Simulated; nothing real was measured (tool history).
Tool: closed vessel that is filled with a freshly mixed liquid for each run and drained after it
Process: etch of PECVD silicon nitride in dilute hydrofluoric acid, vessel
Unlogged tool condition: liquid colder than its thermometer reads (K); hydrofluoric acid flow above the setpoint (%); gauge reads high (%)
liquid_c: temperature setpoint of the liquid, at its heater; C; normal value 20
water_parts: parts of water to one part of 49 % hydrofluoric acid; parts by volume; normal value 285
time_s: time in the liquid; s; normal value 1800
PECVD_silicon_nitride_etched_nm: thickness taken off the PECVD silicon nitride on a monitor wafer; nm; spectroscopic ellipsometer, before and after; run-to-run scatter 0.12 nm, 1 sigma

run	hour	liquid_c	water_parts	time_s	wafers since the last listed run	hours since the thermometer was replaced	hours since the hydrofluoric acid flow meter was replaced	hours since the gauge calibration	read-back film thickness of the PECVD silicon nitride reference wafer, read on the same gauge (nm)	PECVD_silicon_nitride_etched_nm
1	0	20	285	1800	0	15.9	1099.6	951.1	110	12.81
2	95	20	285	1800	3993	110.9	1194.6	1046.1	110.01	12.48
3	146	20	285	1800	2144	161.9	1245.6	1097.1	110	12.38
4	206.9	20	285	1800	2560	222.8	1306.5	1158	109.95	12.6
5	243.1	20	285	1800	1521	259	1342.7	1194.2	110	12.48
6	328	20	285	1800	3569	343.9	1427.6	1279.1	110.03	12.42
7	365.8	20	285	1800	1589	381.7	1465.4	1316.9	109.99	12.43
8	415.3	20	285	1800	2080	431.2	1514.9	1366.4	109.98	12.59
9	452.4	20	285	1800	1559	468.3	1552	1403.5	109.97	12.25
10	530.8	20	340	1800	3295	546.7	1630.4	1481.9	109.96	10.3
# hour 567.2: hydrofluoric acid flow meter replaced
11	609	20	285	1800	3245	624.9	41.8	1560.1	109.99	12.35
12	777.6	20	285	2505	7087	793.5	210.4	1728.7	109.96	17.02
13	824.1	20	285	2505	1954	840	256.9	1775.2	109.99	16.93
14	897.2	17.5	285	1800	3073	913.1	330	1848.3	110.03	10.31
15	989.8	17.5	285	1800	3892	1005.7	422.6	1940.9	110.02	10.29
16	1062.6	24	165	2480	3060	1078.5	495.4	2013.7	110	36.49

Run 17, settings as shown, results not yet in. Your forecast:
# hour 1090.9: thermometer replaced
17	1348.8	22	285	1470	11989	257.9	781.6	2299.9	?	?

{"run 17": {"read-back film thickness of the PECVD silicon nitride reference wafer, read on the same gauge (nm)": 109.98, "PECVD_silicon_nitride_etched_nm": 11.49}}
Without the tool's hidden state the same run would have given PECVD_silicon_nitride_etched_nm 11.68 nm.
